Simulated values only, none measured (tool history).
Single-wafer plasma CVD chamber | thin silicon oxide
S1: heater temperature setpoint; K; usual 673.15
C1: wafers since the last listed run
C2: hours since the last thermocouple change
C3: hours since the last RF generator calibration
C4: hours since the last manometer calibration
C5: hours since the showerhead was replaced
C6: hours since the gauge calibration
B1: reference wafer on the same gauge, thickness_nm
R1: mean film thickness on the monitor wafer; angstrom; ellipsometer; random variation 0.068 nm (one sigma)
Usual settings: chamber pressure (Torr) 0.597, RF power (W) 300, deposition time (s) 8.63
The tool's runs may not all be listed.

{"run": 1, "day": 0.0, "S1": 673.15, "chamber pressure (Torr)": 0.597, "RF power (W)": 255, "deposition time (s)": 8.63, "C1": 0, "C2": 124.7, "C3": 189.1, "C4": 473.0, "C5": 6268.3, "C6": 1347.9, "B1": 13.896, "R1": 115.31}
{"run": 2, "day": 2.208, "S1": 673.15, "chamber pressure (Torr)": 0.675, "RF power (W)": 300, "deposition time (s)": 8.63, "C1": 1799, "C2": 177.7, "C3": 242.1, "C4": 526.0, "C5": 6321.3, "C6": 1400.9, "B1": 13.899, "R1": 147.73}
{"run": 3, "day": 3.704, "S1": 673.15, "chamber pressure (Torr)": 0.675, "RF power (W)": 300, "deposition time (s)": 8.63, "C1": 1219, "C2": 213.6, "C3": 278.0, "C4": 561.9, "C5": 6357.2, "C6": 1436.8, "B1": 13.913, "R1": 148.77}
{"run": 4, "day": 6.604, "S1": 673.15, "chamber pressure (Torr)": 0.675, "RF power (W)": 300, "deposition time (s)": 8.63, "C1": 2363, "C2": 283.2, "C3": 347.6, "C4": 631.5, "C5": 6426.8, "C6": 1506.4, "B1": 13.897, "R1": 147.53}
{"run": 5, "day": 9.167, "S1": 679.15, "chamber pressure (Torr)": 0.538, "RF power (W)": 355, "deposition time (s)": 9.07, "C1": 2088, "C2": 344.7, "C3": 409.1, "C4": 693.0, "C5": 6488.3, "C6": 1567.9, "B1": 13.903, "R1": 136.1}
{"run": 6, "day": 11.021, "S1": 673.15, "chamber pressure (Torr)": 0.597, "RF power (W)": 300, "deposition time (s)": 8.63, "C1": 1511, "C2": 389.2, "C3": 453.6, "C4": 737.5, "C5": 6532.8, "C6": 1612.4, "B1": 13.917, "R1": 130.58}
{"run": 7, "day": 13.875, "S1": 673.15, "chamber pressure (Torr)": 0.597, "RF power (W)": 270, "deposition time (s)": 8.63, "C1": 2326, "C2": 457.7, "C3": 522.1, "C4": 806.0, "C5": 6601.3, "C6": 1680.9, "B1": 13.903, "R1": 121.91}
{"run": 8, "day": 15.196, "S1": 673.15, "chamber pressure (Torr)": 0.597, "RF power (W)": 300, "deposition time (s)": 7.9, "C1": 1076, "C2": 489.4, "C3": 553.8, "C4": 837.7, "C5": 6633.0, "C6": 1712.6, "B1": 13.897, "R1": 121.01}
{"day": 16.412, "done": "showerhead replaced"}
{"run": 9, "day": 17.096, "S1": 673.15, "chamber pressure (Torr)": 0.597, "RF power (W)": 300, "deposition time (s)": 8.63, "C1": 1276, "C2": 535.0, "C3": 599.4, "C4": 883.3, "C5": 16.4, "C6": 1758.2, "B1": 13.894, "R1": 130.61}
{"run": 10, "day": 19.112, "S1": 673.15, "chamber pressure (Torr)": 0.597, "RF power (W)": 335, "deposition time (s)": 8.63, "C1": 1643, "C2": 583.4, "C3": 647.8, "C4": 931.7, "C5": 64.8, "C6": 1806.6, "B1": 13.914, "R1": 141.25}
{"run": 11, "day": 20.175, "S1": 673.15, "chamber pressure (Torr)": 0.597, "RF power (W)": 330, "deposition time (s)": 7.64, "C1": 866, "C2": 608.9, "C3": 673.3, "C4": 957.2, "C5": 90.3, "C6": 1832.1, "B1": 13.898, "R1": 124.23}
{"run": 12, "day": 22.721, "S1": 684.15, "chamber pressure (Torr)": 0.597, "RF power (W)": 350, "deposition time (s)": 8.63, "C1": 2075, "C2": 670.0, "C3": 734.4, "C4": 1018.3, "C5": 151.4, "C6": 1893.2, "B1": 13.898, "R1": 144.44}
{"day": 23.604, "done": "capacitance manometer re-zeroed and calibrated"}
{"run": 13, "day": 24.221, "S1": 673.15, "chamber pressure (Torr)": 0.597, "RF power (W)": 300, "deposition time (s)": 8.63, "C1": 950, "C2": 706.0, "C3": 770.4, "C4": 14.8, "C5": 187.4, "C6": 1929.2, "B1": 13.899, "R1": 126.14}
{"run": 14, "day": 26.396, "S1": 673.15, "chamber pressure (Torr)": 0.539, "RF power (W)": 330, "deposition time (s)": 9.57, "C1": 1772, "C2": 758.2, "C3": 822.6, "C4": 67.0, "C5": 239.6, "C6": 1981.4, "B1": 13.909, "R1": 134.82}
{"run": 15, "day": 29.05, "S1": 673.15, "chamber pressure (Torr)": 0.597, "RF power (W)": 300, "deposition time (s)": 9.77, "C1": 2163, "C2": 821.9, "C3": 886.3, "C4": 130.7, "C5": 303.3, "C6": 2045.1, "B1": 13.93, "R1": 144.11}
{"run": 16, "day": 31.446, "S1": 666.15, "chamber pressure (Torr)": 0.524, "RF power (W)": 300, "deposition time (s)": 8.63, "C1": 1952, "C2": 879.4, "C3": 943.8, "C4": 188.2, "C5": 360.8, "C6": 2102.6, "B1": 13.891, "R1": 112.09}
{"run": 17, "day": 33.958, "S1": 660.15, "chamber pressure (Torr)": 0.735, "RF power (W)": 300, "deposition time (s)": 8.63, "C1": 2047, "C2": 939.7, "C3": 1004.1, "C4": 248.5, "C5": 421.1, "C6": 2162.9, "B1": 13.915, "R1": 159.72}
{"day": 35.554, "done": "gauge calibrated"}
{"run": 18, "day": 35.633, "S1": 667.15, "chamber pressure (Torr)": 0.454, "RF power (W)": 325, "deposition time (s)": 7.16, "C1": 1365, "C2": 979.9, "C3": 1044.3, "C4": 288.7, "C5": 461.3, "C6": 1.9, "B1": 13.884, "R1": 85.32}
{"run": 19, "day": 38.321, "S1": 673.15, "chamber pressure (Torr)": 0.597, "RF power (W)": 300, "deposition time (s)": 8.63, "C1": 2190, "C2": 1044.4, "C3": 1108.8, "C4": 353.2, "C5": 525.8, "C6": 66.4, "B1": 13.898, "R1": 129.75}
{"run": 20, "day": 40.212, "S1": 684.15, "chamber pressure (Torr)": 0.597, "RF power (W)": 300, "deposition time (s)": 8.63, "C1": 1541, "C2": 1089.8, "C3": 1154.2, "C4": 398.6, "C5": 571.2, "C6": 111.8, "B1": 13.892, "R1": 129.98}
{"run": 21, "day": 42.196, "S1": 673.15, "chamber pressure (Torr)": 0.597, "RF power (W)": 300, "deposition time (s)": 8.63, "C1": 1616, "C2": 1137.4, "C3": 1201.8, "C4": 446.2, "C5": 618.8, "C6": 159.4, "B1": 13.891, "R1": 129.26}
{"run": 22, "day": 44.512, "S1": 663.15, "chamber pressure (Torr)": 0.597, "RF power (W)": 300, "deposition time (s)": 10.0, "C1": 1888, "C2": 1193.0, "C3": 1257.4, "C4": 501.8, "C5": 674.4, "C6": 215.0, "B1": 13.903, "R1": 151.65}
{"run": 23, "day": 46.379, "S1": 673.15, "chamber pressure (Torr)": 0.684, "RF power (W)": 300, "deposition time (s)": 10.11, "C1": 1521, "C2": 1237.8, "C3": 1302.2, "C4": 546.6, "C5": 719.2, "C6": 259.8, "B1": 13.893, "R1": 174.16}
{"run": 24, "day": 48.096, "S1": 688.15, "chamber pressure (Torr)": 0.741, "RF power (W)": 300, "deposition time (s)": 8.63, "C1": 1399, "C2": 1279.0, "C3": 1343.4, "C4": 587.8, "C5": 760.4, "C6": 301.0, "B1": 13.925, "R1": 159.12}
{"run": 25, "day": 49.638, "S1": 665.15, "chamber pressure (Torr)": 0.597, "RF power (W)": 300, "deposition time (s)": 7.33, "C1": 1256, "C2": 1316.0, "C3": 1380.4, "C4": 624.8, "C5": 797.4, "C6": 338.0, "B1": 13.872, "R1": 111.64}
{"run": 26, "day": 51.325, "S1": 673.15, "chamber pressure (Torr)": 0.597, "RF power (W)": 300, "deposition time (s)": 7.31, "C1": 1375, "C2": 1356.5, "C3": 1420.9, "C4": 665.3, "C5": 837.9, "C6": 378.5, "B1": 13.903, "R1": 110.03}
{"run": 27, "day": 52.962, "S1": 673.15, "chamber pressure (Torr)": 0.597, "RF power (W)": 345, "deposition time (s)": 6.91, "C1": 1334, "C2": 1395.8, "C3": 1460.2, "C4": 704.6, "C5": 877.2, "C6": 417.8, "B1": 13.9, "R1": 113.82}
{"run": 28, "day": 55.329, "S1": 685.15, "chamber pressure (Torr)": 0.597, "RF power (W)": 245, "deposition time (s)": 8.63, "C1": 1929, "C2": 1452.6, "C3": 1517.0, "C4": 761.4, "C5": 934.0, "C6": 474.6, "B1": 13.914, "R1": 110.15}

Hidden state or all else? Some run-to-run changes of R1, split into what the settings, what came in and random variation would give without the hidden state, and what is left for the hidden state (with any gauge scatter that isn't in both results):
The hidden state here: wafer temperature above the value expected at the setpoint (K); delivered RF power above the setpoint (%); true pressure above the setpoint (%); gauge reads high (%).
Run 12 -> 13: S1 684.15 -> 673.15, RF power (W) 350 -> 300, capacitance manometer re-zeroed and calibrated. R1 -18.30 angstrom: hidden state -5.90, all else -12.40.
Run 16 -> 17: S1 666.15 -> 660.15, chamber pressure (Torr) 0.524 -> 0.735. R1 +47.63 angstrom: hidden state +1.23, all else +46.40.
Run 17 -> 18: S1 660.15 -> 667.15, chamber pressure (Torr) 0.735 -> 0.454, RF power (W) 300 -> 325, deposition time (s) 8.63 -> 7.16, gauge calibrated. R1 -74.40 angstrom: hidden state -1.13, all else -73.27.
Run 18 -> 19: S1 667.15 -> 673.15, chamber pressure (Torr) 0.454 -> 0.597, RF power (W) 325 -> 300, deposition time (s) 7.16 -> 8.63. R1 +44.43 angstrom: hidden state +1.30, all else +43.13.
